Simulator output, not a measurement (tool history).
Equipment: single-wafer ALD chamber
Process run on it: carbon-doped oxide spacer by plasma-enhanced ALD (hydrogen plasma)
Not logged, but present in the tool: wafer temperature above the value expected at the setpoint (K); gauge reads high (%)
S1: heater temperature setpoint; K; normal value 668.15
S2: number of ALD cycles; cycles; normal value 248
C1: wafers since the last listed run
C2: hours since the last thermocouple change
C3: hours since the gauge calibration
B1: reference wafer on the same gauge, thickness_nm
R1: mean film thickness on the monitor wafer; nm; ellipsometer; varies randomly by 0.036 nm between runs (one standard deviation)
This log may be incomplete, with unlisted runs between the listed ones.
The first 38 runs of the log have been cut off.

Run 39, day 40.679: usual settings but S1 683.15 K, S2 215 cycles; C1 22; C2 257.8; C3 117.8; B1 13.857. Result: R1 12.156 nm.
Run 40, day 41.425: usual settings but S2 264 cycles; C1 23; C2 275.7; C3 135.7; B1 13.85. Result: R1 15.41 nm.
Run 41, day 42.338: usual settings but S1 677.15 K, S2 210 cycles; C1 28; C2 297.6; C3 157.6; B1 13.863. Result: R1 12.158 nm.
Run 42, day 43.575: usual settings but S1 677.15 K, S2 203 cycles; C1 38; C2 327.3; C3 187.3; B1 13.882. Result: R1 11.773 nm.
Run 43, day 44.892: usual settings but S1 681.15 K, S2 203 cycles; C1 40; C2 358.9; C3 218.9; B1 13.875. Result: R1 11.662 nm.
Run 44, day 46.183: usual settings but S2 295 cycles; C1 40; C2 389.9; C3 249.9; B1 13.893. Result: R1 17.207 nm.
Run 45, day 46.871: usual settings; C1 21; C2 406.4; C3 266.4; B1 13.908. Result: R1 14.479 nm.
Run 46, day 48.296: usual settings but S1 683.15 K, S2 290 cycles; C1 44; C2 440.6; C3 300.6; B1 13.91. Result: R1 16.553 nm.
Run 47, day 49.212: usual settings but S1 680.15 K, S2 233 cycles; C1 28; C2 462.6; C3 322.6; B1 13.915. Result: R1 13.498 nm.

Here are 3 independent what-if runs from the current tool condition. What would each one return?
Run A, day 49.246: usual settings; C1 1; C2 463.4; C3 323.4; B1 ?. Result: R1 ?.
Run B, day 49.246: usual settings but S1 673.15 K, S2 276 cycles; C1 1; C2 463.4; C3 323.4; B1 ?. Result: R1 ?.
Run C, day 49.246: usual settings but S1 657.15 K, S2 283 cycles; C1 1; C2 463.4; C3 323.4; B1 ?. Result: R1 ?.

run      B1      R1
  A  13.921  14.603
  B  13.921  16.252
  C  13.921  16.664
Had the tool no hidden state, the same runs would have come out as:
run      R1
  A  14.484
  B  16.119
  C  16.528
